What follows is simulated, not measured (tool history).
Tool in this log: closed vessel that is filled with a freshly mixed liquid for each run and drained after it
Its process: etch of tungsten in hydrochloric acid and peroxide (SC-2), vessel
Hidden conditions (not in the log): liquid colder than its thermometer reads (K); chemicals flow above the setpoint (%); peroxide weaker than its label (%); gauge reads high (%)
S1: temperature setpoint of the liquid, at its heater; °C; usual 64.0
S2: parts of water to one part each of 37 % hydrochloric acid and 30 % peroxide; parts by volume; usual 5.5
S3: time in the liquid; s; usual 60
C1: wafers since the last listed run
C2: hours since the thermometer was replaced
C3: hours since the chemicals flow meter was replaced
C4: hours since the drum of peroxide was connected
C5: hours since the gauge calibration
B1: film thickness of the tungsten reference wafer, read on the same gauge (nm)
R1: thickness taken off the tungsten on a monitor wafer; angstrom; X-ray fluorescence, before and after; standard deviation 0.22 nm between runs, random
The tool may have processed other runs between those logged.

run	hour	S1	S2	S3	C1	C2	C3	C4	C5	B1	R1
1	0.0	64.0	5.5	60	0	746.1	215.2	575.0	512.6	70.02	329.9
2	16.3	64.0	7.5	60	2144	762.4	231.5	591.3	528.9	70.00	260.0
3	28.8	64.0	7.5	60	1644	774.9	244.0	603.8	541.4	70.02	259.5
4	54.5	64.0	5.5	60	3381	800.6	269.7	629.5	567.1	69.99	327.4
# hour 113.6: new drum of peroxide connected
5	119.6	64.0	5.5	60	8432	865.7	334.8	6.0	632.2	70.00	327.2
6	132.9	64.0	5.5	90	1749	879.0	348.1	19.3	645.5	70.01	494.0
7	161.2	64.0	5.5	60	3723	907.3	376.4	47.6	673.8	70.00	329.7
8	188.7	64.0	5.5	60	3617	934.8	403.9	75.1	701.3	69.97	329.9
# hour 197.9: chemicals flow meter replaced
9	200.9	64.0	5.5	60	1473	947.0	3.0	87.3	713.5	70.01	331.3
10	218.6	64.0	5.5	60	2328	964.7	20.7	105.0	731.2	70.01	330.1
11	252.5	67.5	5.5	30	4459	998.6	54.6	138.9	765.1	70.00	205.0
12	285.9	72.0	5.5	60	4394	1032.0	88.0	172.3	798.5	69.99	521.5
13	317.1	58.0	4.0	60	4104	1063.2	119.2	203.5	829.7	70.02	284.0
# hour 318.0: gauge calibrated
14	339.1	56.0	4.0	60	2894	1085.2	141.2	225.5	21.1	70.00	251.6
15	369.6	55.5	5.5	60	4012	1115.7	171.7	256.0	51.6	70.01	193.2
16	392.3	69.0	5.5	60	2986	1138.4	194.4	278.7	74.3	70.03	446.2
# hour 406.5: thermometer replaced
17	410.5	69.0	5.5	85	2262	4.0	212.6	296.9	92.5	70.00	635.9
18	426.3	64.0	4.0	70	2078	19.8	228.4	312.7	108.3	69.99	473.4
19	454.9	64.0	6.5	60	3762	48.4	257.0	341.3	136.9	70.02	290.5
20	477.7	64.0	5.5	60	2999	71.2	279.8	364.1	159.7	69.99	327.2
21	495.0	64.0	5.5	60	2275	88.5	297.1	381.4	177.0	70.01	327.0
22	509.5	69.0	6.5	60	1907	103.0	311.6	395.9	191.5	70.01	394.3
23	543.5	57.5	7.0	30	4472	137.0	345.6	429.9	225.5	69.99	91.5
24	575.4	58.0	4.5	75	4196	168.9	377.5	461.8	257.4	69.99	326.4
25	592.1	64.0	5.5	45	2197	185.6	394.2	478.5	274.1	70.00	245.9
26	606.1	57.5	8.0	35	1841	199.6	408.2	492.5	288.1	70.00	95.6
27	624.0	59.0	8.5	75	2354	217.5	426.1	510.4	306.0	70.01	215.6
# hour 627.9: chemicals flow meter replaced
28	648.1	66.5	6.5	30	3038	241.6	20.2	534.5	330.1	69.99	169.0
29	664.7	72.0	4.0	35	2183	258.2	36.8	551.1	346.7	69.99	387.3
30	683.3	58.0	4.5	75	2446	276.8	55.4	569.7	365.3	70.01	326.5
31	706.5	64.0	5.5	50	3052	300.0	78.6	592.9	388.5	70.03	272.4

For each entry between runs, how does the tool's hidden state at the last listed run before it compare with that at the first listed run after it?
From run 4 to run 5: new drum of peroxide connected (hour 113.6)
  nothing in the hidden state changes from one run to the other
From run 8 to run 9: chemicals flow meter replaced (hour 197.9)
  nothing in the hidden state changes from one run to the other
From run 13 to run 14: gauge calibrated (hour 318.0)
  nothing in the hidden state changes from one run to the other
From run 16 to run 17: thermometer replaced (hour 406.5)
  nothing in the hidden state changes from one run to the other
From run 27 to run 28: chemicals flow meter replaced (hour 627.9)
  nothing in the hidden state changes from one run to the other

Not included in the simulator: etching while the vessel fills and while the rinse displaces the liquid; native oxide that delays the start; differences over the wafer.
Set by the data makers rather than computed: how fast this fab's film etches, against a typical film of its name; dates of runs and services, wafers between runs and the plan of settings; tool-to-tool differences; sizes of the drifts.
